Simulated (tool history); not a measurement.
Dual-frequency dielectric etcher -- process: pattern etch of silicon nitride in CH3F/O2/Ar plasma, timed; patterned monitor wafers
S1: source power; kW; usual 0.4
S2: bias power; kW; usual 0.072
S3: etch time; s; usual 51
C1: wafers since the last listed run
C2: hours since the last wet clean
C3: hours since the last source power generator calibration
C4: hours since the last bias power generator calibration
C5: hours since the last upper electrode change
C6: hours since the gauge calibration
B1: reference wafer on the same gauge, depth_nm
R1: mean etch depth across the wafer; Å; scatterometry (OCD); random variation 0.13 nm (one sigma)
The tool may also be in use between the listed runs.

run   hour    S1     S2    S3   C1     C2      C3      C4      C5     C6     B1     R1
  1      0   0.4  0.072    51    0  175.2    3225  2042.9    4403  346.5   43.5  379.3
  2   13.4   0.4  0.072    51  134  188.6  3238.4  2056.3  4416.4  359.9  43.48  382.6
  3   49.1   0.4  0.072    51  358  224.3  3274.1    2092  4452.1  395.6   43.5  381.6
  4   71.2   0.4  0.072    46  222  246.4  3296.2  2114.1  4474.2  417.7  43.49  347.6
  5   84.6   0.4  0.072    46  134  259.8  3309.6  2127.5  4487.6  431.1   43.5  346.8
  6    119   0.4  0.072    46  345  294.2    3344  2161.9    4522  465.5  43.49  347.5
  7  137.2   0.4  0.072    51  182  312.4  3362.2  2180.1  4540.2  483.7   43.5  384.4
  8  162.4   0.4  0.072    51  253  337.6  3387.4  2205.3  4565.4  508.9   43.5  386.1
  9    188   0.4  0.072    51  257  363.2    3413  2230.9    4591  534.5   43.5  384.6
 10  201.5  0.47  0.072    51  135  376.7  3426.5  2244.4  4604.5    548   43.5  413.6
 11  216.6  0.47  0.072    51  151  391.8  3441.6  2259.5  4619.6  563.1  43.48  414.2
     224.1  -- gauge calibrated
     246.3  -- wet clean of the chamber
 12  252.3  0.47  0.072    51  117      6  3477.3  2295.2  4655.3   28.2  43.51  401.4
 13  286.4   0.4  0.072    51  342   40.1  3511.4  2329.3  4689.4   62.3  43.51  376.3
 14  303.6   0.4  0.072    51  172   57.3  3528.6  2346.5  4706.6   79.5   43.5  373.7
     336.6  -- upper electrode replaced, of another model than before
 15  337.1   0.4  0.072    51   95   90.8  3562.1    2380     0.5    113  43.48  377.7
 16  346.2   0.4  0.072    51   91   99.9  3571.2  2389.1     9.6  122.1  43.51  375.1
     366.7  -- bias power generator calibrated
 17  370.8  0.32  0.054    37  207  124.5  3595.8     4.1    34.2  146.7  43.48  212.5
 18  388.8   0.4  0.072    46  180  142.5  3613.8    22.1    52.2  164.7   43.5  340.6
 19  402.2   0.4  0.064    51  134  155.9  3627.2    35.5    65.6  178.1  43.51  368.3
 20  429.9  0.46  0.078  57.5  278  183.6  3654.9    63.2    93.3  205.8   43.5  481.5
 21  444.6   0.4  0.082    38  147  198.3  3669.6    77.9     108  220.5  43.52  294.7
     449.8  -- source power generator calibrated
 22  463.6  0.46  0.072    51  150  217.3    13.8    96.9     127  239.5  43.48  419.5

Run 23, settings as shown, results not yet in. Your forecast:
 23  492.6  0.4  0.072  51  291  246.3  42.8  125.9  156  268.5   ?   ?

B1: 43.49
R1: 381.4 Å
Were there no unlogged condition in the tool, this run, its random variation unchanged, would have produced R1 371.5 Å.

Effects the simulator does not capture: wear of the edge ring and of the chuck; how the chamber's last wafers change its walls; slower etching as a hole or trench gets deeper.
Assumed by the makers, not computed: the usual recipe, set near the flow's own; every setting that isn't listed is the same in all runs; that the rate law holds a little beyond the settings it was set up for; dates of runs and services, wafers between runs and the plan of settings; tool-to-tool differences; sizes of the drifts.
